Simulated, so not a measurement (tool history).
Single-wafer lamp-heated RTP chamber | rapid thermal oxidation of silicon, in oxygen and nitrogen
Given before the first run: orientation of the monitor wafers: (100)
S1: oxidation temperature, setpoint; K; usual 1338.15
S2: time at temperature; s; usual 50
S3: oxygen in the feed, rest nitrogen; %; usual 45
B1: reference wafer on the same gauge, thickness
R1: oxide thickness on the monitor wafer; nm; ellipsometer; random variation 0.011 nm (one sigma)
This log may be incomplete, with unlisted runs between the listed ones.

{"run": 1, "hour": 0.0, "S1": 1338.15, "S2": 50, "S3": 45, "B1": 8.021, "R1": 7.285}
{"run": 2, "hour": 24.3, "S1": 1338.15, "S2": 50, "S3": 45, "B1": 8.021, "R1": 7.315}
{"run": 3, "hour": 49.7, "S1": 1338.15, "S2": 50, "S3": 45, "B1": 8.023, "R1": 7.308}
{"hour": 61.5, "done": "pyrometer window cleaned and pyrometer calibrated"}
{"run": 4, "hour": 63.3, "S1": 1338.15, "S2": 62, "S3": 45, "B1": 8.022, "R1": 7.953}
{"run": 5, "hour": 83.2, "S1": 1338.15, "S2": 62, "S3": 45, "B1": 8.018, "R1": 7.949}
{"run": 6, "hour": 108.0, "S1": 1338.15, "S2": 62, "S3": 45, "B1": 8.02, "R1": 7.961}
{"run": 7, "hour": 141.6, "S1": 1338.15, "S2": 50, "S3": 45, "B1": 8.025, "R1": 7.283}
{"run": 8, "hour": 165.1, "S1": 1338.15, "S2": 32, "S3": 45, "B1": 8.022, "R1": 6.005}
{"run": 9, "hour": 268.6, "S1": 1338.15, "S2": 32, "S3": 45, "B1": 8.024, "R1": 6.06}
{"hour": 294.9, "done": "pyrometer window cleaned and pyrometer calibrated"}
{"run": 10, "hour": 298.1, "S1": 1338.15, "S2": 32, "S3": 45, "B1": 8.019, "R1": 5.97}
{"run": 11, "hour": 333.1, "S1": 1338.15, "S2": 50, "S3": 45, "B1": 8.021, "R1": 7.248}
{"hour": 362.0, "done": "oxygen flow controller replaced"}
{"run": 12, "hour": 362.5, "S1": 1338.15, "S2": 50, "S3": 45, "B1": 8.022, "R1": 7.253}
{"run": 13, "hour": 371.3, "S1": 1338.15, "S2": 50, "S3": 45, "B1": 8.019, "R1": 7.267}
{"run": 14, "hour": 391.4, "S1": 1338.15, "S2": 60, "S3": 45, "B1": 8.022, "R1": 7.879}
{"run": 15, "hour": 414.1, "S1": 1338.15, "S2": 50, "S3": 36, "B1": 8.02, "R1": 6.718}
{"run": 16, "hour": 426.2, "S1": 1360.15, "S2": 43, "S3": 58, "B1": 8.021, "R1": 8.607}
{"run": 17, "hour": 439.4, "S1": 1366.15, "S2": 35, "S3": 45, "B1": 8.021, "R1": 7.506}
{"run": 18, "hour": 502.5, "S1": 1355.15, "S2": 72, "S3": 35, "B1": 8.019, "R1": 8.815}
{"hour": 516.7, "done": "pyrometer window cleaned and pyrometer calibrated"}
{"run": 19, "hour": 518.9, "S1": 1338.15, "S2": 29, "S3": 59, "B1": 8.023, "R1": 6.275}
{"run": 20, "hour": 537.6, "S1": 1367.15, "S2": 66, "S3": 45, "B1": 8.019, "R1": 9.877}
{"run": 21, "hour": 567.2, "S1": 1338.15, "S2": 50, "S3": 45, "B1": 8.019, "R1": 7.254}
{"hour": 578.9, "done": "gauge calibrated"}
{"run": 22, "hour": 585.8, "S1": 1338.15, "S2": 50, "S3": 45, "B1": 8.02, "R1": 7.25}
{"run": 23, "hour": 600.9, "S1": 1323.15, "S2": 75, "S3": 45, "B1": 8.024, "R1": 7.856}

Estimate the outcome of run 24 from the log above:
{"run": 24, "hour": 622.7, "S1": 1338.15, "S2": 50, "S3": 45, "B1": "?", "R1": "?"}

B1: 8.019
R1: 7.249 nm
Take away the tool's hidden state, keep the run-to-run variation as it was, and the same run would have given R1 7.221 nm.
